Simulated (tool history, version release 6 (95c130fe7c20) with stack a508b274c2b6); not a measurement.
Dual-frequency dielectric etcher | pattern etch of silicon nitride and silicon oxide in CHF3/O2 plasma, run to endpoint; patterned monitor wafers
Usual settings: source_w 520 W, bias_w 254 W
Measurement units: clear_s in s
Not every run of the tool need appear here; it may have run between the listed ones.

run   hour  source_w  bias_w  wafers since the last listed run  hours since the last wet clean  hours since the last source power generator calibration  hours since the last bias power generator calibration  hours since the last upper electrode change  incoming incoming film thickness, nm  clear_s
  1    0.0       520     254                                 0                           292.5                                                   5415.8                                                 1975.1                                       4084.7                                 239.8    151.7
  2   12.5       520     254                                67                           305.0                                                   5428.3                                                 1987.6                                       4097.2                                 238.0    150.6
  3   20.6       520     254                                43                           313.1                                                   5436.4                                                 1995.7                                       4105.3                                 239.9    151.6
  4   37.8       520     254                                92                           330.3                                                   5453.6                                                 2012.9                                       4122.5                                 237.0    149.2
  5   50.0       440     254                                65                           342.5                                                   5465.8                                                 2025.1                                       4134.7                                 238.0    161.7
  6   65.8       440     254                                85                           358.3                                                   5481.6                                                 2040.9                                       4150.5                                 240.3    162.8
  7   74.0       440     254                                44                           366.5                                                   5489.8                                                 2049.1                                       4158.7                                 239.3    162.3
  8   87.6       520     254                                73                           380.1                                                   5503.4                                                 2062.7                                       4172.3                                 238.4    150.3
  9   95.7       520     254                                43                           388.2                                                   5511.5                                                 2070.8                                       4180.4                                 238.6    151.5
      99.9  -- bias power generator calibrated
 10  104.1       520     300                                23                           396.6                                                   5519.9                                                    4.2                                       4188.8                                 239.4    138.5
 11  121.6       520     254                                94                           414.1                                                   5537.4                                                   21.7                                       4206.3                                 240.2    151.8
 12  150.7       520     254                               157                           443.2                                                   5566.5                                                   50.8                                       4235.4                                 239.3    152.8
 13  157.8       450     205                                38                           450.3                                                   5573.6                                                   57.9                                       4242.5                                 236.9    181.1
     184.8  -- wet clean of the chamber
     199.6  -- upper electrode replaced
 14  200.1       520     292                                18                            15.3                                                   5615.9                                                  100.2                                          0.5                                 236.9    136.2
 15  200.4       460     254                                 1                            15.6                                                   5616.2                                                  100.5                                          0.8                                 238.3    155.5
 16  200.8       520     281                                 2                            16.0                                                   5616.6                                                  100.9                                          1.2                                 236.4    139.2
 17  205.9       410     317                                27                            21.1                                                   5621.7                                                  106.0                                          6.3                                 239.0    145.7
 18  220.7       420     254                                79                            35.9                                                   5636.5                                                  120.8                                         21.1                                 240.0    163.8
     234.3  -- source power generator calibrated
 19  234.8       520     254                                54                            50.0                                                      0.5                                                  134.9                                         35.2                                 240.8    149.6
 20  249.0       440     215                                76                            64.2                                                     14.7                                                  149.1                                         49.4                                 239.5    175.3
 21  260.7       520     254                                63                            75.9                                                     26.4                                                  160.8                                         61.1                                 237.0    147.6
 22  273.9       520     254                                71                            89.1                                                     39.6                                                  174.0                                         74.3                                 237.9    148.2
 23  306.3       520     254                               174                           121.5                                                     72.0                                                  206.4                                        106.7                                 238.1    148.6
 24  318.2       630     285                                64                           133.4                                                     83.9                                                  218.3                                        118.6                                 240.8    130.7

Hidden state, per run?
source power that arrives over what is set, %: 0 in every run
bias power that arrives over what is set, %: 0 in every run
H1: etch rate over this chamber's usual, %
run      H1
  1   -1.83
  2    -1.9
  3   -1.95
  4   -2.05
  5   -2.12
  6   -2.21
  7   -2.25
  8   -2.33
  9   -2.38
 10   -2.42
 11   -2.52
 12   -2.69
 13   -2.73
 14  -0.134
 15  -0.136
 16  -0.138
 17  -0.167
 18  -0.251
 19  -0.332
 20  -0.412
 21  -0.479
 22  -0.554
 23  -0.739
 24  -0.807

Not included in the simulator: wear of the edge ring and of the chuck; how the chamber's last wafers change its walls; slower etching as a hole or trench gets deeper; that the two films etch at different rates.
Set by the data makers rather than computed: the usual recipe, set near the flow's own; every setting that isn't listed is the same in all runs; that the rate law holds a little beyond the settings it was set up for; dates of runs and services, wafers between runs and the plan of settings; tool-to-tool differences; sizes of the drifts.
